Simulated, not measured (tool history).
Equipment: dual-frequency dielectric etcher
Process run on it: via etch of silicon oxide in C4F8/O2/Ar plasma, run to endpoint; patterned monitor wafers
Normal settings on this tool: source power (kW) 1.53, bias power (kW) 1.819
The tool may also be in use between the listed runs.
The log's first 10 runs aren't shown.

| run | day | source power (kW) | bias power (kW) | incoming incoming film thickness, nm | endpoint time (s) |
|---|---|---|---|---|---|
|  | 26.542 | wet clean of the chamber |
| 11 | 26.988 | 1.53 | 1.819 | 1521.2 | 341.9 |
| 12 | 29.325 | 1.53 | 1.819 | 1525 | 344.2 |
|  | 32.846 | upper electrode replaced |
| 13 | 32.867 | 1.86 | 1.956 | 1523.5 | 311.4 |
| 14 | 33.279 | 1.29 | 1.819 | 1509.3 | 377.7 |
| 15 | 36.971 | 1.37 | 1.819 | 1523.2 | 369.1 |
| 16 | 39.783 | 1.81 | 1.38 | 1532.8 | 343.5 |
| 17 | 47.304 | 1.41 | 2.249 | 1520.1 | 351.8 |
| 18 | 49.542 | 1.71 | 1.664 | 1526.9 | 346.5 |
|  | 50.588 | wet clean of the chamber |
| 19 | 52.479 | 1.78 | 1.959 | 1516.7 | 313.4 |
| 20 | 53.679 | 1.79 | 1.395 | 1514.2 | 332.7 |
| 21 | 56.521 | 1.36 | 1.819 | 1538.9 | 371.9 |
| 22 | 58.412 | 1.53 | 1.819 | 1530.3 | 348.6 |
| 23 | 59.942 | 1.77 | 1.935 | 1528.3 | 323.8 |
| 24 | 62.729 | 1.53 | 1.819 | 1536.5 | 351.8 |
| 25 | 64.262 | 1.69 | 1.819 | 1526.9 | 335 |
| 26 | 65.383 | 1.53 | 1.819 | 1537.3 | 353.6 |
| 27 | 67.179 | 1.72 | 1.819 | 1518.9 | 332 |
| 28 | 69.158 | 1.53 | 1.819 | 1534.3 | 355.8 |
| 29 | 70.367 | 1.53 | 2.088 | 1520.8 | 341.7 |
| 30 | 71.55 | 1.2 | 1.495 | 1515 | 417.3 |
| 31 | 74.15 | 1.3 | 1.819 | 1528.5 | 389 |
|  | 75.75 | wet clean of the chamber |
| 32 | 75.854 | 1.15 | 1.819 | 1525.9 | 397.4 |
| 33 | 78.412 | 1.66 | 1.819 | 1523.8 | 329 |
| 34 | 80.483 | 1.74 | 1.819 | 1527.3 | 323.7 |
| 35 | 83.325 | 1.18 | 1.608 | 1541.8 | 411.3 |

Predict each of these 4 candidate next runs independently; none follows another, all start after run 35:
| A | 83.346 | 1.53 | 1.819 | 1515.2 | ? |
| B | 83.346 | 1.16 | 1.819 | 1515.2 | ? |
| C | 83.346 | 1.89 | 1.38 | 1515.2 | ? |
| D | 83.346 | 1.3 | 1.479 | 1515.2 | ? |

| run | endpoint time (s) |
|---|---|
| A | 342.4 |
| B | 395.8 |
| C | 327 |
| D | 389.9 |
Without the tool's hidden state the same runs would have given:
| run | endpoint time (s) |
|---|---|
| A | 340.1 |
| B | 393.2 |
| C | 324.8 |
| D | 387.3 |
